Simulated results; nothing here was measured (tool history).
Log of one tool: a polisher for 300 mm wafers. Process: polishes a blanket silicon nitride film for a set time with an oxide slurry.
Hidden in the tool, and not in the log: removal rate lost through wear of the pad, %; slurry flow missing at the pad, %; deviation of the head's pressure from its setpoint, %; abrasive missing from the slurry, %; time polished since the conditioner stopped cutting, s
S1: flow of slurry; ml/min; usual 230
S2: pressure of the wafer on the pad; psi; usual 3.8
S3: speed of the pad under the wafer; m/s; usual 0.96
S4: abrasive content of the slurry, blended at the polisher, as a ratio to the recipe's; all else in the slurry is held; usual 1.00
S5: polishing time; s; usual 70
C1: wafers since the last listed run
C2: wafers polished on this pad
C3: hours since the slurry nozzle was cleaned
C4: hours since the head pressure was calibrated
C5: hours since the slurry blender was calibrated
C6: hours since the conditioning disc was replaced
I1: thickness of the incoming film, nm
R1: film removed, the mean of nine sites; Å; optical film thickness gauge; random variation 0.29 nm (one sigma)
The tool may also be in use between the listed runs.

{"run": 1, "hour": 0.0, "S1": 230, "S2": 3.8, "S3": 0.96, "S4": 1.0, "S5": 70, "C1": 0, "C2": 527, "C3": 531.6, "C4": 742.8, "C5": 263.8, "C6": 98.1, "I1": 527.8, "R1": 351}
{"run": 2, "hour": 30.2, "S1": 230, "S2": 3.8, "S3": 0.96, "S4": 1.0, "S5": 70, "C1": 219, "C2": 747, "C3": 561.8, "C4": 773.0, "C5": 294.0, "C6": 128.3, "I1": 520.0, "R1": 356}
{"hour": 39.9, "done": "worn pad replaced by a new one"}
{"run": 3, "hour": 52.8, "S1": 230, "S2": 3.8, "S3": 0.96, "S4": 1.0, "S5": 70, "C1": 135, "C2": 93, "C3": 584.4, "C4": 795.6, "C5": 316.6, "C6": 150.9, "I1": 516.5, "R1": 357}
{"hour": 63.3, "done": "slurry blender recalibrated"}
{"hour": 77.6, "done": "conditioning disc replaced and pad reconditioned"}
{"run": 4, "hour": 88.7, "S1": 230, "S2": 3.8, "S3": 0.96, "S4": 1.0, "S5": 70, "C1": 231, "C2": 325, "C3": 620.3, "C4": 831.5, "C5": 25.4, "C6": 11.1, "I1": 520.6, "R1": 351}
{"run": 5, "hour": 113.5, "S1": 230, "S2": 3.8, "S3": 0.96, "S4": 1.0, "S5": 70, "C1": 180, "C2": 505, "C3": 645.1, "C4": 856.3, "C5": 50.2, "C6": 35.9, "I1": 528.2, "R1": 352}
{"run": 6, "hour": 131.2, "S1": 230, "S2": 3.8, "S3": 0.96, "S4": 1.0, "S5": 70, "C1": 128, "C2": 633, "C3": 662.8, "C4": 874.0, "C5": 67.9, "C6": 53.6, "I1": 524.3, "R1": 350}
{"hour": 152.8, "done": "worn pad replaced by a new one"}
{"run": 7, "hour": 158.0, "S1": 230, "S2": 4.5, "S3": 0.96, "S4": 1.0, "S5": 70, "C1": 165, "C2": 37, "C3": 689.6, "C4": 900.8, "C5": 94.7, "C6": 80.4, "I1": 515.9, "R1": 397}
{"run": 8, "hour": 250.0, "S1": 230, "S2": 3.8, "S3": 0.96, "S4": 1.0, "S5": 70, "C1": 668, "C2": 705, "C3": 781.6, "C4": 992.8, "C5": 186.7, "C6": 172.4, "I1": 527.7, "R1": 342}
{"hour": 252.8, "done": "conditioning disc replaced and pad reconditioned"}
{"hour": 256.3, "done": "slurry nozzle cleaned"}
{"run": 9, "hour": 262.5, "S1": 250, "S2": 3.8, "S3": 0.96, "S4": 0.9, "S5": 70, "C1": 68, "C2": 774, "C3": 6.2, "C4": 1005.3, "C5": 199.2, "C6": 9.7, "I1": 521.0, "R1": 332}
{"hour": 276.1, "done": "worn pad replaced by a new one"}
{"run": 10, "hour": 276.6, "S1": 250, "S2": 3.8, "S3": 0.96, "S4": 0.9, "S5": 70, "C1": 73, "C2": 3, "C3": 20.3, "C4": 1019.4, "C5": 213.3, "C6": 23.8, "I1": 523.6, "R1": 331}
{"hour": 278.9, "done": "head pressure recalibrated"}
{"run": 11, "hour": 321.5, "S1": 230, "S2": 3.8, "S3": 0.96, "S4": 1.0, "S5": 70, "C1": 311, "C2": 315, "C3": 65.2, "C4": 42.6, "C5": 258.2, "C6": 68.7, "I1": 519.7, "R1": 371}
{"hour": 333.9, "done": "slurry blender recalibrated"}
{"run": 12, "hour": 345.5, "S1": 175, "S2": 3.8, "S3": 0.8, "S4": 1.0, "S5": 70, "C1": 159, "C2": 474, "C3": 89.2, "C4": 66.6, "C5": 11.6, "C6": 92.7, "I1": 529.2, "R1": 312}
{"hour": 373.8, "done": "worn pad replaced by a new one"}
{"run": 13, "hour": 374.3, "S1": 230, "S2": 3.8, "S3": 0.96, "S4": 1.0, "S5": 70, "C1": 180, "C2": 3, "C3": 118.0, "C4": 95.4, "C5": 40.4, "C6": 121.5, "I1": 514.0, "R1": 375}
{"run": 14, "hour": 396.5, "S1": 230, "S2": 3.8, "S3": 1.1, "S4": 1.0, "S5": 79, "C1": 161, "C2": 164, "C3": 140.2, "C4": 117.6, "C5": 62.6, "C6": 143.7, "I1": 512.5, "R1": 470}
{"run": 15, "hour": 423.9, "S1": 310, "S2": 5.0, "S3": 0.96, "S4": 1.0, "S5": 70, "C1": 198, "C2": 363, "C3": 167.6, "C4": 145.0, "C5": 90.0, "C6": 171.1, "I1": 513.2, "R1": 480}
{"run": 16, "hour": 439.6, "S1": 230, "S2": 3.8, "S3": 0.96, "S4": 1.0, "S5": 70, "C1": 114, "C2": 477, "C3": 183.3, "C4": 160.7, "C5": 105.7, "C6": 186.8, "I1": 522.3, "R1": 374}
{"hour": 465.8, "done": "conditioning disc replaced and pad reconditioned"}
{"run": 17, "hour": 474.7, "S1": 185, "S2": 3.8, "S3": 0.72, "S4": 1.15, "S5": 70, "C1": 240, "C2": 717, "C3": 218.4, "C4": 195.8, "C5": 140.8, "C6": 8.9, "I1": 512.7, "R1": 301}
{"hour": 494.1, "done": "worn pad replaced by a new one"}
{"run": 18, "hour": 510.3, "S1": 270, "S2": 4.3, "S3": 0.84, "S4": 1.0, "S5": 70, "C1": 229, "C2": 117, "C3": 254.0, "C4": 231.4, "C5": 176.4, "C6": 44.5, "I1": 525.8, "R1": 371}
{"run": 19, "hour": 546.2, "S1": 280, "S2": 3.8, "S3": 0.96, "S4": 1.0, "S5": 70, "C1": 260, "C2": 378, "C3": 289.9, "C4": 267.3, "C5": 212.3, "C6": 80.4, "I1": 521.1, "R1": 382}
{"run": 20, "hour": 573.4, "S1": 165, "S2": 5.0, "S3": 0.96, "S4": 0.8, "S5": 70, "C1": 197, "C2": 576, "C3": 317.1, "C4": 294.5, "C5": 239.5, "C6": 107.6, "I1": 519.6, "R1": 406}

Hidden state or all else? Some run-to-run changes of R1, split into what the settings, what came in and random variation would give without the hidden state, and what is left for the hidden state (with any gauge scatter that isn't in both results):
Run 6 -> 7: S2 3.8 -> 4.5, worn pad replaced by a new one. R1 +47 Å: hidden state -5, all else +52.
Run 10 -> 11: S1 250 -> 230, S4 0.90 -> 1.00, head pressure recalibrated. R1 +40 Å: hidden state +33, all else +7.
Run 13 -> 14: S3 0.96 -> 1.10, S5 70 -> 79. R1 +95 Å: hidden state -1, all else +96.
Run 15 -> 16: S1 310 -> 230, S2 5.0 -> 3.8. R1 -106 Å: hidden state +1, all else -107.
